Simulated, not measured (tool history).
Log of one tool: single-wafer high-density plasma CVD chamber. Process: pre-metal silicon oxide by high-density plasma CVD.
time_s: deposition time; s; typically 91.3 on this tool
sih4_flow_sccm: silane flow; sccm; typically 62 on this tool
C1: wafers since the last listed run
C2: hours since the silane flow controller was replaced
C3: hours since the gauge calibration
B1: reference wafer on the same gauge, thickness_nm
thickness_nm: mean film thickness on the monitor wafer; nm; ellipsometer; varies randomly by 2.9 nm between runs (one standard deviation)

Run 1, hour 0.0: usual settings but sih4_flow_sccm 55 sccm; C1 0; C2 4145.6; C3 44.4; B1 500.767. Result: thickness_nm 473.218 nm.
Run 2, hour 31.4: usual settings but sih4_flow_sccm 55 sccm; C1 623; C2 4177.0; C3 75.8; B1 499.591. Result: thickness_nm 474.258 nm.
Run 3, hour 49.2: usual settings but sih4_flow_sccm 55 sccm; C1 353; C2 4194.8; C3 93.6; B1 498.436. Result: thickness_nm 468.244 nm.
Run 4, hour 66.7: usual settings; C1 347; C2 4212.3; C3 111.1; B1 497.310. Result: thickness_nm 511.102 nm.
Run 5, hour 96.2: usual settings; C1 586; C2 4241.8; C3 140.6; B1 496.553. Result: thickness_nm 511.047 nm.
Run 6, hour 114.0: usual settings; C1 353; C2 4259.6; C3 158.4; B1 496.214. Result: thickness_nm 508.809 nm.
Run 7, hour 130.6: usual settings but time_s 97.1 s; C1 329; C2 4276.2; C3 175.0; B1 495.319. Result: thickness_nm 541.347 nm.
Run 8, hour 227.6: usual settings but time_s 97.1 s; C1 1926; C2 4373.2; C3 272.0; B1 492.882. Result: thickness_nm 536.028 nm.
Run 9, hour 261.2: usual settings but time_s 97.1 s; C1 667; C2 4406.8; C3 305.6; B1 491.829. Result: thickness_nm 535.959 nm.
Run 10, hour 293.6: usual settings but time_s 82.6 s; C1 643; C2 4439.2; C3 338.0; B1 492.151. Result: thickness_nm 455.209 nm.
Run 11, hour 317.2: usual settings but time_s 103.1 s, sih4_flow_sccm 70 sccm; C1 468; C2 4462.8; C3 361.6; B1 491.505. Result: thickness_nm 619.322 nm.
Run 12, hour 384.0: usual settings but time_s 103.1 s, sih4_flow_sccm 70 sccm; C1 1327; C2 4529.6; C3 428.4; B1 490.497. Result: thickness_nm 626.906 nm.
Run 13, hour 404.6: usual settings but time_s 103.1 s, sih4_flow_sccm 70 sccm; C1 409; C2 4550.2; C3 449.0; B1 490.135. Result: thickness_nm 615.306 nm.
Run 14, hour 425.6: usual settings; C1 417; C2 4571.2; C3 470.0; B1 490.276. Result: thickness_nm 508.592 nm.
Run 15, hour 442.4: usual settings but time_s 103.4 s; C1 333; C2 4588.0; C3 486.8; B1 490.824. Result: thickness_nm 569.101 nm.
Run 16, hour 468.8: usual settings but time_s 103.4 s; C1 524; C2 4614.4; C3 513.2; B1 490.201. Result: thickness_nm 570.348 nm.
Run 17, hour 497.9: usual settings but time_s 103.4 s; C1 578; C2 4643.5; C3 542.3; B1 489.923. Result: thickness_nm 569.588 nm.
Run 18, hour 517.5: usual settings but sih4_flow_sccm 56 sccm; C1 389; C2 4663.1; C3 561.9; B1 490.298. Result: thickness_nm 462.376 nm.
Run 19, hour 544.8: usual settings but sih4_flow_sccm 56 sccm; C1 542; C2 4690.4; C3 589.2; B1 489.428. Result: thickness_nm 470.071 nm.
Run 20, hour 562.0: usual settings but sih4_flow_sccm 56 sccm; C1 341; C2 4707.6; C3 606.4; B1 489.200. Result: thickness_nm 463.476 nm.
Run 21, hour 592.9: usual settings; C1 613; C2 4738.5; C3 637.3; B1 488.972. Result: thickness_nm 506.363 nm.
Run 22, hour 628.6: usual settings but time_s 102.5 s, sih4_flow_sccm 74 sccm; C1 709; C2 4774.2; C3 673.0; B1 489.294. Result: thickness_nm 651.246 nm.
Run 23, hour 645.0: usual settings but time_s 75.3 s, sih4_flow_sccm 68 sccm; C1 325; C2 4790.6; C3 689.4; B1 488.945. Result: thickness_nm 440.803 nm.
Run 24, hour 664.0: usual settings but time_s 106.1 s, sih4_flow_sccm 56 sccm; C1 377; C2 4809.6; C3 708.4; B1 489.606. Result: thickness_nm 541.320 nm.
Run 25, hour 686.7: usual settings but sih4_flow_sccm 55 sccm; C1 450; C2 4832.3; C3 731.1; B1 488.605. Result: thickness_nm 458.655 nm.
Run 26, hour 698.7: usual settings but time_s 106.1 s, sih4_flow_sccm 56 sccm; C1 238; C2 4844.3; C3 743.1; B1 488.421. Result: thickness_nm 536.835 nm.
At hour 712.5: gauge calibrated.
Run 27, hour 714.4: usual settings but time_s 84.8 s, sih4_flow_sccm 71 sccm; C1 311; C2 4860.0; C3 1.9; B1 501.970. Result: thickness_nm 533.016 nm.
Run 28, hour 734.0: usual settings but time_s 78.2 s; C1 389; C2 4879.6; C3 21.5; B1 501.136. Result: thickness_nm 440.879 nm.
At hour 755.1: silane flow controller replaced.
Run 29, hour 769.5: usual settings but time_s 104.3 s, sih4_flow_sccm 53 sccm; C1 546; C2 14.4; C3 57.0; B1 499.418. Result: thickness_nm 521.036 nm.
Run 30, hour 794.6: usual settings but time_s 73.5 s, sih4_flow_sccm 54 sccm; C1 498; C2 39.5; C3 82.1; B1 497.322. Result: thickness_nm 372.737 nm.
Run 31, hour 829.7: usual settings but time_s 108.4 s, sih4_flow_sccm 56 sccm; C1 697; C2 74.6; C3 117.2; B1 496.243. Result: thickness_nm 561.972 nm.
Run 32, hour 861.6: usual settings but time_s 104.4 s, sih4_flow_sccm 55 sccm; C1 633; C2 106.5; C3 149.1; B1 495.236. Result: thickness_nm 537.337 nm.
Run 33, hour 894.4: usual settings; C1 651; C2 139.3; C3 181.9; B1 493.650. Result: thickness_nm 509.154 nm.
Run 34, hour 916.7: usual settings but time_s 104.4 s, sih4_flow_sccm 72 sccm; C1 442; C2 161.6; C3 204.2; B1 493.726. Result: thickness_nm 651.529 nm.
Run 35, hour 988.6: usual settings but time_s 77.4 s, sih4_flow_sccm 50 sccm; C1 1428; C2 233.5; C3 276.1; B1 491.674. Result: thickness_nm 368.236 nm.
Run 36, hour 1001.5: usual settings but time_s 74.0 s, sih4_flow_sccm 72 sccm; C1 256; C2 246.4; C3 289.0; B1 491.867. Result: thickness_nm 459.214 nm.
Run 37, hour 1018.0: usual settings but time_s 96.5 s, sih4_flow_sccm 69 sccm; C1 327; C2 262.9; C3 305.5; B1 491.446. Result: thickness_nm 579.158 nm.
Run 38, hour 1053.3: usual settings but time_s 73.5 s, sih4_flow_sccm 54 sccm; C1 701; C2 298.2; C3 340.8; B1 491.468. Result: thickness_nm 369.956 nm.
Run 39, hour 1068.0: usual settings but time_s 76.9 s, sih4_flow_sccm 72 sccm; C1 292; C2 312.9; C3 355.5; B1 491.314. Result: thickness_nm 472.179 nm.
Run 40, hour 1080.6: usual settings but time_s 104.7 s; C1 250; C2 325.5; C3 368.1; B1 490.731. Result: thickness_nm 581.732 nm.
Run 41, hour 1106.9: usual settings but sih4_flow_sccm 54 sccm; C1 522; C2 351.8; C3 394.4; B1 489.963. Result: thickness_nm 458.318 nm.
Run 42, hour 1136.9: usual settings but time_s 73.7 s, sih4_flow_sccm 71 sccm; C1 595; C2 381.8; C3 424.4; B1 489.526. Result: thickness_nm 451.816 nm.

What differs in the tool's unlogged condition from the final listed run ahead of each entry between runs to the first listed run following it?
Runs 26 to 27: gauge calibrated (hour 712.5)
  gauge reads high (%): -2.6 -> 0.0474
  measured value less the no-hidden-state value, thickness_nm: -14.314 -> +0.252 nm
Runs 28 to 29: silane flow controller replaced (hour 755.1)
  gauge reads high (%): -0.188 -> -0.568
  measured value less the no-hidden-state value, thickness_nm: -0.831 -> -2.978 nm

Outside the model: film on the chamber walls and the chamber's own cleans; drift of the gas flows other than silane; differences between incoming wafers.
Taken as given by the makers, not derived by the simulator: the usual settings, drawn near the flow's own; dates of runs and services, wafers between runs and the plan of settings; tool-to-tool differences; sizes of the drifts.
